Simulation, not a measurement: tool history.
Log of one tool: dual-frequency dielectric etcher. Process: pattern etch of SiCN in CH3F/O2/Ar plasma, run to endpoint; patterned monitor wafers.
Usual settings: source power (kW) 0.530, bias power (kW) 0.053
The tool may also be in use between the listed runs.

run	hour	source power (kW)	bias power (kW)	incoming incoming film thickness, nm	endpoint time (s)
1	0.0	0.530	0.050	8.57	26.2
2	17.2	0.530	0.050	8.47	26.0
3	30.3	0.530	0.053	8.50	25.5
4	40.0	0.530	0.053	8.49	25.4
5	47.2	0.530	0.053	8.48	25.5
6	55.2	0.530	0.053	8.60	26.0
7	68.8	0.530	0.053	8.48	25.4
8	83.6	0.530	0.053	8.54	25.9
# hour 120.2: upper electrode replaced, of another model than before
9	120.7	0.530	0.053	8.50	25.8
10	121.1	0.530	0.053	8.52	25.7
11	131.4	0.530	0.047	8.52	27.3
12	147.6	0.500	0.045	8.57	28.9
13	161.4	0.530	0.053	8.59	26.2
14	171.2	0.530	0.047	8.50	27.5
15	187.2	0.600	0.045	8.42	26.4
16	199.6	0.530	0.053	8.57	26.0
# hour 213.0: bias power generator calibrated
17	213.5	0.470	0.043	8.45	30.0
# hour 239.8: wet clean of the chamber
18	240.3	0.530	0.053	8.45	24.9
19	240.6	0.430	0.049	8.57	28.7
# hour 244.9: source power generator calibrated
20	245.4	0.530	0.053	8.48	24.9
21	251.7	0.470	0.047	8.46	27.8
22	258.8	0.640	0.064	8.46	21.1
23	273.9	0.580	0.053	8.45	24.1
24	291.5	0.490	0.066	8.50	23.3
25	298.4	0.610	0.046	8.54	25.5
26	305.9	0.460	0.058	8.48	25.4
27	315.3	0.580	0.046	8.50	26.1

4 ways to go on from here, each from the tool as it stands after run 27. What would each give?
A	315.7	0.530	0.065	8.57	?
B	315.7	0.620	0.053	8.57	?
C	315.7	0.460	0.045	8.57	?
D	315.7	0.470	0.049	8.57	?

run	endpoint time (s)
A	23.0
B	23.8
C	29.3
D	27.8
Without the tool's hidden state the same runs would have given:
run	endpoint time (s)
A	22.8
B	23.6
C	29.1
D	27.6
